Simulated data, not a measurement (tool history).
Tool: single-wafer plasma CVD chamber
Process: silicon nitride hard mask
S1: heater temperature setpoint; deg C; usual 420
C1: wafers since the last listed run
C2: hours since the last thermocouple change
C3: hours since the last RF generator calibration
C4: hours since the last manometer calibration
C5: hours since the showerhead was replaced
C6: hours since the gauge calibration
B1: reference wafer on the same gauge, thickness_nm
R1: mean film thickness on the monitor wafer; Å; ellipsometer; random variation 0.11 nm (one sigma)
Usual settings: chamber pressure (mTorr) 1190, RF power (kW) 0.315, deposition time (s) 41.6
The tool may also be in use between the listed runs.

Run 1, hour 0.0: usual settings but chamber pressure (mTorr) 1120; C1 0; C2 936.4; C3 370.3; C4 1198.2; C5 2050.4; C6 164.0; B1 38.848. Result: R1 421.94 Å.
Run 2, hour 40.0: usual settings but chamber pressure (mTorr) 1120; C1 861; C2 976.4; C3 410.3; C4 1238.2; C5 2090.4; C6 204.0; B1 38.787. Result: R1 420.88 Å.
Run 3, hour 131.2: usual settings but S1 413 deg C; C1 1963; C2 1067.6; C3 501.5; C4 1329.4; C5 2181.6; C6 295.2; B1 38.811. Result: R1 431.87 Å.
Run 4, hour 205.2: usual settings but S1 413 deg C; C1 1593; C2 1141.6; C3 575.5; C4 1403.4; C5 2255.6; C6 369.2; B1 38.809. Result: R1 430.78 Å.
Run 5, hour 247.9: usual settings but deposition time (s) 48.1; C1 919; C2 1184.3; C3 618.2; C4 1446.1; C5 2298.3; C6 411.9; B1 38.812. Result: R1 493.94 Å.
Run 6, hour 333.3: usual settings; C1 1838; C2 1269.7; C3 703.6; C4 1531.5; C5 2383.7; C6 497.3; B1 38.812. Result: R1 428.04 Å.
At hour 346.3: RF generator calibrated.
Run 7, hour 383.8: usual settings; C1 915; C2 1320.2; C3 37.5; C4 1582.0; C5 2434.2; C6 547.8; B1 38.837. Result: R1 434.72 Å.
At hour 424.0: capacitance manometer re-zeroed and calibrated.
Run 8, hour 475.8: usual settings; C1 1808; C2 1412.2; C3 129.5; C4 51.8; C5 2526.2; C6 639.8; B1 38.824. Result: R1 445.20 Å.
At hour 516.0: gauge calibrated.
At hour 537.7: showerhead replaced.
Run 9, hour 538.1: usual settings but S1 407 deg C, chamber pressure (mTorr) 930, RF power (kW) 0.265, deposition time (s) 36.3; C1 1169; C2 1474.5; C3 191.8; C4 114.1; C5 0.4; C6 22.1; B1 38.818. Result: R1 325.07 Å.
Run 10, hour 598.6: usual settings but S1 426 deg C, chamber pressure (mTorr) 1100, RF power (kW) 0.330; C1 1302; C2 1535.0; C3 252.3; C4 174.6; C5 60.9; C6 82.6; B1 38.777. Result: R1 435.05 Å.
Run 11, hour 662.8: usual settings but S1 426 deg C, RF power (kW) 0.375, deposition time (s) 36.4; C1 1382; C2 1599.2; C3 316.5; C4 238.8; C5 125.1; C6 146.8; B1 38.807. Result: R1 415.51 Å.
Run 12, hour 761.1: usual settings; C1 2116; C2 1697.5; C3 414.8; C4 337.1; C5 223.4; C6 245.1; B1 38.811. Result: R1 436.28 Å.
Run 13, hour 808.8: usual settings; C1 1027; C2 1745.2; C3 462.5; C4 384.8; C5 271.1; C6 292.8; B1 38.804. Result: R1 436.65 Å.
Run 14, hour 878.4: usual settings but S1 408 deg C, RF power (kW) 0.260; C1 1498; C2 1814.8; C3 532.1; C4 454.4; C5 340.7; C6 362.4; B1 38.802. Result: R1 401.39 Å.
At hour 902.7: thermocouple changed; heater temperature recalibrated.
Run 15, hour 956.3: usual settings; C1 1505; C2 53.6; C3 610.0; C4 532.3; C5 418.6; C6 440.3; B1 38.795. Result: R1 436.27 Å.
Run 16, hour 1039.3: usual settings but chamber pressure (mTorr) 1360, RF power (kW) 0.370; C1 1787; C2 136.6; C3 693.0; C4 615.3; C5 501.6; C6 523.3; B1 38.817. Result: R1 490.85 Å.
At hour 1128.0: RF generator calibrated.
Run 17, hour 1131.9: usual settings but chamber pressure (mTorr) 1280, RF power (kW) 0.340, deposition time (s) 46.9; C1 1821; C2 229.2; C3 3.9; C4 707.9; C5 594.2; C6 615.9; B1 38.800. Result: R1 532.30 Å.

Forecast each of these 5 alternatives for the next run:
Run A, hour 1132.3: usual settings but deposition time (s) 48.4; C1 8; C2 229.6; C3 4.3; C4 708.3; C5 594.6; C6 616.3; B1 ?. Result: R1 ?.
Run B, hour 1132.3: usual settings but RF power (kW) 0.265; C1 8; C2 229.6; C3 4.3; C4 708.3; C5 594.6; C6 616.3; B1 ?. Result: R1 ?.
Run C, hour 1132.3: usual settings but S1 406 deg C; C1 8; C2 229.6; C3 4.3; C4 708.3; C5 594.6; C6 616.3; B1 ?. Result: R1 ?.
Run D, hour 1132.3: usual settings but chamber pressure (mTorr) 1060, RF power (kW) 0.285, deposition time (s) 47.0; C1 8; C2 229.6; C3 4.3; C4 708.3; C5 594.6; C6 616.3; B1 ?. Result: R1 ?.
Run E, hour 1132.3: usual settings but S1 411 deg C, chamber pressure (mTorr) 1000, RF power (kW) 0.365, deposition time (s) 35.2; C1 8; C2 229.6; C3 4.3; C4 708.3; C5 594.6; C6 616.3; B1 ?. Result: R1 ?.

run      B1      R1
  A  38.821  514.77
  B  38.821  409.57
  C  38.821  445.68
  D  38.821  456.93
  E  38.821  375.62
Without the tool's hidden state the same runs would have given:
run      R1
  A  524.28
  B  417.14
  C  453.91
  D  465.74
  E  383.10
